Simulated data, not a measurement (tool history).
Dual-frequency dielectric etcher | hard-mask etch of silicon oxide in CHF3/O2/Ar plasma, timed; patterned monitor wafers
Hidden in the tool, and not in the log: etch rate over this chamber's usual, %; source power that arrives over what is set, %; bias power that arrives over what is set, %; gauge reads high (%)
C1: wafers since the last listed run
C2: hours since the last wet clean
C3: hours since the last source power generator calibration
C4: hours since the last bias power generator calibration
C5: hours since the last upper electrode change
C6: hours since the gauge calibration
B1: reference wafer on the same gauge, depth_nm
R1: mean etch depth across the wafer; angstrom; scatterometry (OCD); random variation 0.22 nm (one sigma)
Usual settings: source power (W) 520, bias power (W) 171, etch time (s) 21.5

run 1 day=0 | source_power_(W)=430 bias_power_(W)=171 etch_time_(s)=21.5 | C1=0 C2=228.6 C3=3252.7 C4=3521.9 C5=3988.5 C6=90.9 | B1=30.48 | R1=365.9
run 2 day=0.567 | source_power_(W)=450 bias_power_(W)=171 etch_time_(s)=21.5 | C1=171 C2=242.2 C3=3266.3 C4=3535.5 C5=4002.1 C6=104.5 | B1=30.53 | R1=369.4
run 3 day=1.229 | source_power_(W)=450 bias_power_(W)=171 etch_time_(s)=21.5 | C1=200 C2=258.1 C3=3282.2 C4=3551.4 C5=4018 C6=120.4 | B1=30.44 | R1=371.6
run 4 day=2.196 | source_power_(W)=520 bias_power_(W)=171 etch_time_(s)=21.5 | C1=292 C2=281.3 C3=3305.4 C4=3574.6 C5=4041.2 C6=143.6 | B1=30.4 | R1=383.9
run 5 day=3.342 | source_power_(W)=520 bias_power_(W)=171 etch_time_(s)=21.5 | C1=346 C2=308.8 C3=3332.9 C4=3602.1 C5=4068.7 C6=171.1 | B1=30.59 | R1=386.7
run 6 day=3.971 | source_power_(W)=520 bias_power_(W)=186 etch_time_(s)=21.5 | C1=190 C2=323.9 C3=3348 C4=3617.2 C5=4083.8 C6=186.2 | B1=30.47 | R1=407.4
-- day=5.542 upper electrode replaced
run 7 day=5.562 | source_power_(W)=520 bias_power_(W)=171 etch_time_(s)=21.5 | C1=179 C2=362.1 C3=3386.2 C4=3655.4 C5=0.5 C6=224.4 | B1=30.61 | R1=387.5
run 8 day=6.021 | source_power_(W)=520 bias_power_(W)=171 etch_time_(s)=21.5 | C1=138 C2=373.1 C3=3397.2 C4=3666.4 C5=11.5 C6=235.4 | B1=30.45 | R1=388.9
-- day=6.812 source power generator calibrated
run 9 day=7.088 | source_power_(W)=460 bias_power_(W)=171 etch_time_(s)=21.5 | C1=272 C2=398.7 C3=6.6 C4=3692 C5=37.1 C6=261 | B1=30.58 | R1=375.6
run 10 day=8.258 | source_power_(W)=460 bias_power_(W)=171 etch_time_(s)=21.5 | C1=354 C2=426.8 C3=34.7 C4=3720.1 C5=65.2 C6=289.1 | B1=30.54 | R1=382.7
run 11 day=9.146 | source_power_(W)=400 bias_power_(W)=158 etch_time_(s)=19 | C1=268 C2=448.1 C3=56 C4=3741.4 C5=86.5 C6=310.4 | B1=30.49 | R1=307.3
run 12 day=9.738 | source_power_(W)=620 bias_power_(W)=171 etch_time_(s)=25.5 | C1=179 C2=462.3 C3=70.2 C4=3755.6 C5=100.7 C6=324.6 | B1=30.44 | R1=490.2
run 13 day=10.288 | source_power_(W)=520 bias_power_(W)=171 etch_time_(s)=21.5 | C1=166 C2=475.5 C3=83.4 C4=3768.8 C5=113.9 C6=337.8 | B1=30.53 | R1=389.6
run 14 day=11.262 | source_power_(W)=590 bias_power_(W)=134 etch_time_(s)=17 | C1=295 C2=498.9 C3=106.8 C4=3792.2 C5=137.3 C6=361.2 | B1=30.54 | R1=281.7
run 15 day=11.812 | source_power_(W)=490 bias_power_(W)=134 etch_time_(s)=24.5 | C1=166 C2=512.1 C3=120 C4=3805.4 C5=150.5 C6=374.4 | B1=30.46 | R1=384.9
-- day=12.179 bias power generator calibrated
-- day=12.45 gauge calibrated
-- day=12.992 wet clean of the chamber
run 16 day=13.242 | source_power_(W)=610 bias_power_(W)=199 etch_time_(s)=25.5 | C1=136 C2=6 C3=154.3 C4=25.5 C5=184.8 C6=19 | B1=30.52 | R1=516.5
run 17 day=14.454 | source_power_(W)=410 bias_power_(W)=187 etch_time_(s)=25 | C1=366 C2=35.1 C3=183.4 C4=54.6 C5=213.9 C6=48.1 | B1=30.56 | R1=437.8
run 18 day=15.088 | source_power_(W)=520 bias_power_(W)=171 etch_time_(s)=21.5 | C1=191 C2=50.3 C3=198.6 C4=69.8 C5=229.1 C6=63.3 | B1=30.54 | R1=384.5
run 19 day=15.754 | source_power_(W)=520 bias_power_(W)=136 etch_time_(s)=21.5 | C1=201 C2=66.3 C3=214.6 C4=85.8 C5=245.1 C6=79.3 | B1=30.5 | R1=336.3
run 20 day=16.579 | source_power_(W)=620 bias_power_(W)=213 etch_time_(s)=25 | C1=249 C2=86.1 C3=234.4 C4=105.6 C5=264.9 C6=99.1 | B1=30.52 | R1=523.4
run 21 day=17.112 | source_power_(W)=570 bias_power_(W)=128 etch_time_(s)=15.5 | C1=161 C2=98.9 C3=247.2 C4=118.4 C5=277.7 C6=111.9 | B1=30.52 | R1=243.1

4 ways to go on from here, each from the tool as it stands after run 21. What would each give?
run A day=17.129 | source_power_(W)=520 bias_power_(W)=171 etch_time_(s)=21.5 | C1=5 C2=99.3 C3=247.6 C4=118.8 C5=278.1 C6=112.3 | B1=? | R1=?
run B day=17.129 | source_power_(W)=430 bias_power_(W)=171 etch_time_(s)=26.5 | C1=5 C2=99.3 C3=247.6 C4=118.8 C5=278.1 C6=112.3 | B1=? | R1=?
run C day=17.129 | source_power_(W)=650 bias_power_(W)=136 etch_time_(s)=26 | C1=5 C2=99.3 C3=247.6 C4=118.8 C5=278.1 C6=112.3 | B1=? | R1=?
run D day=17.129 | source_power_(W)=580 bias_power_(W)=171 etch_time_(s)=17 | C1=5 C2=99.3 C3=247.6 C4=118.8 C5=278.1 C6=112.3 | B1=? | R1=?

run=A B1=30.51 R1=383.4
run=B B1=30.51 R1=450.8
run=C B1=30.51 R1=433.6
run=D B1=30.51 R1=311.9
Without the tool's hidden state the same runs would have given:
run=A R1=376
run=B R1=442.1
run=C R1=425.3
run=D R1=305.9
